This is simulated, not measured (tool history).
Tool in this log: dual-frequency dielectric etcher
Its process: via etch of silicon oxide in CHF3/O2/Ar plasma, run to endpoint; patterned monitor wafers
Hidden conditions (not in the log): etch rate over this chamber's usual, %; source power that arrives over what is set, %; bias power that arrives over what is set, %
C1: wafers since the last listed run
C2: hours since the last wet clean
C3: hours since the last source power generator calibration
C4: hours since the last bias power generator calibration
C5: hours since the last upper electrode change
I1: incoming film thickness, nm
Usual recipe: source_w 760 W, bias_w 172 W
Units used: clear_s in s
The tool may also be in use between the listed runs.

Run 1, hour 0.0: usual settings; C1 0; C2 371.0; C3 4948.1; C4 3776.0; C5 3529.6; I1 442.9. Result: clear_s 245.4 s.
Run 2, hour 17.9: usual settings; C1 85; C2 388.9; C3 4966.0; C4 3793.9; C5 3547.5; I1 445.0. Result: clear_s 248.6 s.
Run 3, hour 27.8: usual settings; C1 47; C2 398.8; C3 4975.9; C4 3803.8; C5 3557.4; I1 437.4. Result: clear_s 243.9 s.
Run 4, hour 43.9: usual settings but source_w 860 W, bias_w 204 W; C1 76; C2 414.9; C3 4992.0; C4 3819.9; C5 3573.5; I1 441.2. Result: clear_s 222.1 s.
Run 5, hour 51.3: usual settings but source_w 860 W, bias_w 204 W; C1 35; C2 422.3; C3 4999.4; C4 3827.3; C5 3580.9; I1 440.9. Result: clear_s 222.6 s.
Run 6, hour 67.4: usual settings; C1 76; C2 438.4; C3 5015.5; C4 3843.4; C5 3597.0; I1 439.3. Result: clear_s 246.4 s.
Run 7, hour 73.5: usual settings; C1 28; C2 444.5; C3 5021.6; C4 3849.5; C5 3603.1; I1 435.7. Result: clear_s 243.5 s.
Run 8, hour 85.4: usual settings; C1 56; C2 456.4; C3 5033.5; C4 3861.4; C5 3615.0; I1 435.7. Result: clear_s 245.5 s.
At hour 112.0: source power generator calibrated.
At hour 124.1: wet clean of the chamber.
Run 9, hour 124.6: usual settings; C1 109; C2 0.5; C3 12.6; C4 3900.6; C5 3654.2; I1 443.1. Result: clear_s 235.4 s.
Run 10, hour 125.0: usual settings but bias_w 153 W; C1 1; C2 0.9; C3 13.0; C4 3901.0; C5 3654.6; I1 440.7. Result: clear_s 245.8 s.
Run 11, hour 128.7: usual settings but bias_w 153 W; C1 17; C2 4.6; C3 16.7; C4 3904.7; C5 3658.3; I1 445.3. Result: clear_s 249.6 s.
At hour 158.9: upper electrode replaced.
Run 12, hour 159.4: usual settings but bias_w 153 W; C1 31; C2 35.3; C3 47.4; C4 3935.4; C5 0.5; I1 442.6. Result: clear_s 248.5 s.
Run 13, hour 159.8: usual settings but source_w 600 W, bias_w 209 W; C1 1; C2 35.7; C3 47.8; C4 3935.8; C5 0.9; I1 443.6. Result: clear_s 238.9 s.
Run 14, hour 163.6: usual settings but source_w 920 W; C1 18; C2 39.5; C3 51.6; C4 3939.6; C5 4.7; I1 442.0. Result: clear_s 222.2 s.
Run 15, hour 180.6: usual settings; C1 80; C2 56.5; C3 68.6; C4 3956.6; C5 21.7; I1 444.2. Result: clear_s 238.5 s.
Run 16, hour 196.4: usual settings; C1 75; C2 72.3; C3 84.4; C4 3972.4; C5 37.5; I1 441.7. Result: clear_s 237.1 s.
Run 17, hour 209.0: usual settings but source_w 830 W, bias_w 186 W; C1 59; C2 84.9; C3 97.0; C4 3985.0; C5 50.1; I1 443.7. Result: clear_s 226.4 s.
Run 18, hour 215.3: usual settings but source_w 580 W; C1 29; C2 91.2; C3 103.3; C4 3991.3; C5 56.4; I1 443.5. Result: clear_s 261.2 s.
At hour 235.2: bias power generator calibrated.
Run 19, hour 235.7: usual settings but source_w 870 W, bias_w 192 W; C1 77; C2 111.6; C3 123.7; C4 0.5; C5 76.8; I1 440.3. Result: clear_s 217.9 s.
Run 20, hour 245.2: usual settings but source_w 580 W; C1 45; C2 121.1; C3 133.2; C4 10.0; C5 86.3; I1 435.9. Result: clear_s 258.3 s.
Run 21, hour 257.3: usual settings but source_w 630 W, bias_w 137 W; C1 57; C2 133.2; C3 145.3; C4 22.1; C5 98.4; I1 439.2. Result: clear_s 275.4 s.
Run 22, hour 263.9: usual settings but source_w 630 W, bias_w 135 W; C1 31; C2 139.8; C3 151.9; C4 28.7; C5 105.0; I1 447.1. Result: clear_s 281.1 s.
Run 23, hour 305.3: usual settings but bias_w 145 W; C1 196; C2 181.2; C3 193.3; C4 70.1; C5 146.4; I1 441.7. Result: clear_s 255.5 s.
Run 24, hour 314.6: usual settings but source_w 610 W, bias_w 136 W; C1 44; C2 190.5; C3 202.6; C4 79.4; C5 155.7; I1 439.0. Result: clear_s 279.5 s.
Run 25, hour 326.1: usual settings; C1 54; C2 202.0; C3 214.1; C4 90.9; C5 167.2; I1 442.3. Result: clear_s 241.6 s.

Here are 3 independent what-if runs from the current tool condition. What would each one return?
Run A, hour 326.6: usual settings but source_w 630 W; C1 2; C2 202.5; C3 214.6; C4 91.4; C5 167.7; I1 434.3. Result: clear_s ?.
Run B, hour 326.6: usual settings but source_w 710 W, bias_w 194 W; C1 2; C2 202.5; C3 214.6; C4 91.4; C5 167.7; I1 434.3. Result: clear_s ?.
Run C, hour 326.6: usual settings but source_w 710 W, bias_w 148 W; C1 2; C2 202.5; C3 214.6; C4 91.4; C5 167.7; I1 434.3. Result: clear_s ?.

run  clear_s
  A    252.7
  B    231.8
  C    256.8
Without the tool's unlogged condition, the same runs would have read:
run  clear_s
  A    249.8
  B    229.2
  C    253.8
